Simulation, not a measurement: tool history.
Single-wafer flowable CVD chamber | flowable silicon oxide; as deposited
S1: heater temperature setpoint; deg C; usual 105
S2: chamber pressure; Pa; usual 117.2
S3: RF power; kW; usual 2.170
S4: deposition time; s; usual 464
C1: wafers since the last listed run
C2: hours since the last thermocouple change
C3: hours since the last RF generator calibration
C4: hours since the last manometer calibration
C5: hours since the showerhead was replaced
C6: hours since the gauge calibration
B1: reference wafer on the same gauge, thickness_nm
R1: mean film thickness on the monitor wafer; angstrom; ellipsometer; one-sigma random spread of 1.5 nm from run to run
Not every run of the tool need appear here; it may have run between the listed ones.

| run | hour | S1 | S2 | S3 | S4 | C1 | C2 | C3 | C4 | C5 | C6 | B1 | R1 |
|---|---|---|---|---|---|---|---|---|---|---|---|---|---|
| 1 | 0.0 | 105 | 117.2 | 2.170 | 464 | 0 | 1267.6 | 815.8 | 1996.9 | 6902.1 | 318.8 | 263.991 | 3221.27 |
| 2 | 23.6 | 105 | 117.2 | 2.170 | 464 | 57 | 1291.2 | 839.4 | 2020.5 | 6925.7 | 342.4 | 263.945 | 3212.22 |
|  | 36.8 | gauge calibrated |
| 3 | 56.9 | 105 | 117.2 | 2.170 | 464 | 81 | 1324.5 | 872.7 | 2053.8 | 6959.0 | 20.1 | 263.806 | 3229.90 |
| 4 | 83.5 | 105 | 117.2 | 2.170 | 464 | 65 | 1351.1 | 899.3 | 2080.4 | 6985.6 | 46.7 | 263.977 | 3206.74 |
| 5 | 97.5 | 105 | 117.2 | 2.170 | 464 | 34 | 1365.1 | 913.3 | 2094.4 | 6999.6 | 60.7 | 264.002 | 3268.19 |
| 6 | 125.3 | 105 | 117.2 | 2.170 | 464 | 68 | 1392.9 | 941.1 | 2122.2 | 7027.4 | 88.5 | 263.748 | 3276.95 |
| 7 | 156.6 | 105 | 117.2 | 2.170 | 464 | 76 | 1424.2 | 972.4 | 2153.5 | 7058.7 | 119.8 | 264.039 | 3254.31 |
|  | 169.5 | showerhead replaced |
| 8 | 173.0 | 105 | 117.2 | 2.170 | 464 | 20 | 1440.6 | 988.8 | 2169.9 | 3.5 | 136.2 | 263.943 | 3265.09 |
| 9 | 188.6 | 105 | 117.2 | 2.170 | 464 | 38 | 1456.2 | 1004.4 | 2185.5 | 19.1 | 151.8 | 263.752 | 3292.19 |
| 10 | 212.4 | 105 | 96.9 | 2.170 | 464 | 58 | 1480.0 | 1028.2 | 2209.3 | 42.9 | 175.6 | 264.042 | 2700.71 |
| 11 | 245.6 | 105 | 117.2 | 2.170 | 464 | 81 | 1513.2 | 1061.4 | 2242.5 | 76.1 | 208.8 | 263.821 | 3308.71 |
| 12 | 266.6 | 105 | 117.2 | 2.170 | 500 | 51 | 1534.2 | 1082.4 | 2263.5 | 97.1 | 229.8 | 264.207 | 3580.33 |
| 13 | 286.0 | 105 | 117.2 | 2.170 | 464 | 47 | 1553.6 | 1101.8 | 2282.9 | 116.5 | 249.2 | 264.071 | 3330.62 |
| 14 | 301.2 | 105 | 117.2 | 2.170 | 409 | 37 | 1568.8 | 1117.0 | 2298.1 | 131.7 | 264.4 | 264.250 | 2932.38 |
|  | 319.7 | RF generator calibrated |
|  | 339.2 | capacitance manometer re-zeroed and calibrated |
| 15 | 339.7 | 105 | 117.2 | 2.565 | 544 | 55 | 1607.3 | 20.0 | 0.5 | 170.2 | 302.9 | 263.726 | 4011.01 |
| 16 | 352.3 | 116 | 127.3 | 2.170 | 411 | 30 | 1619.9 | 32.6 | 13.1 | 182.8 | 315.5 | 263.847 | 2342.21 |
|  | 374.2 | gauge calibrated |
| 17 | 378.8 | 113 | 94.5 | 1.945 | 490 | 65 | 1646.4 | 59.1 | 39.6 | 209.3 | 4.6 | 263.889 | 2204.66 |
| 18 | 413.6 | 114 | 117.2 | 2.170 | 464 | 85 | 1681.2 | 93.9 | 74.4 | 244.1 | 39.4 | 264.183 | 2597.14 |
|  | 423.0 | thermocouple changed; heater temperature recalibrated |
| 19 | 442.9 | 118 | 105.7 | 2.025 | 404 | 52 | 19.9 | 123.2 | 103.7 | 273.4 | 68.7 | 264.224 | 1478.77 |
| 20 | 458.5 | 105 | 117.2 | 2.170 | 464 | 38 | 35.5 | 138.8 | 119.3 | 289.0 | 84.3 | 264.201 | 2741.34 |
| 21 | 484.2 | 105 | 117.2 | 2.315 | 514 | 63 | 61.2 | 164.5 | 145.0 | 314.7 | 110.0 | 264.341 | 3044.24 |
| 22 | 520.0 | 105 | 117.2 | 2.170 | 464 | 87 | 97.0 | 200.3 | 180.8 | 350.5 | 145.8 | 264.088 | 2739.66 |
| 23 | 534.1 | 105 | 117.2 | 2.170 | 464 | 34 | 111.1 | 214.4 | 194.9 | 364.6 | 159.9 | 264.044 | 2748.62 |

Branching from run 23: 5 alternative next runs. What would each branch give?
| A | 534.6 | 105 | 117.2 | 2.170 | 464 | 1 | 111.6 | 214.9 | 195.4 | 365.1 | 160.4 | ? | ? |
| B | 534.6 | 98 | 102.1 | 2.300 | 422 | 1 | 111.6 | 214.9 | 195.4 | 365.1 | 160.4 | ? | ? |
| C | 534.6 | 105 | 136.8 | 1.820 | 464 | 1 | 111.6 | 214.9 | 195.4 | 365.1 | 160.4 | ? | ? |
| D | 534.6 | 120 | 117.2 | 2.285 | 464 | 1 | 111.6 | 214.9 | 195.4 | 365.1 | 160.4 | ? | ? |
| E | 534.6 | 105 | 106.1 | 2.330 | 513 | 1 | 111.6 | 214.9 | 195.4 | 365.1 | 160.4 | ? | ? |

| run | B1 | R1 |
|---|---|---|
| A | 263.812 | 2736.82 |
| B | 263.812 | 2685.92 |
| C | 263.812 | 3081.94 |
| D | 263.812 | 1817.89 |
| E | 263.812 | 2765.39 |
What these runs would have given with no unlogged condition in the tool:
| run | R1 |
|---|---|
| A | 2784.41 |
| B | 2731.44 |
| C | 3135.54 |
| D | 1846.65 |
| E | 2813.48 |

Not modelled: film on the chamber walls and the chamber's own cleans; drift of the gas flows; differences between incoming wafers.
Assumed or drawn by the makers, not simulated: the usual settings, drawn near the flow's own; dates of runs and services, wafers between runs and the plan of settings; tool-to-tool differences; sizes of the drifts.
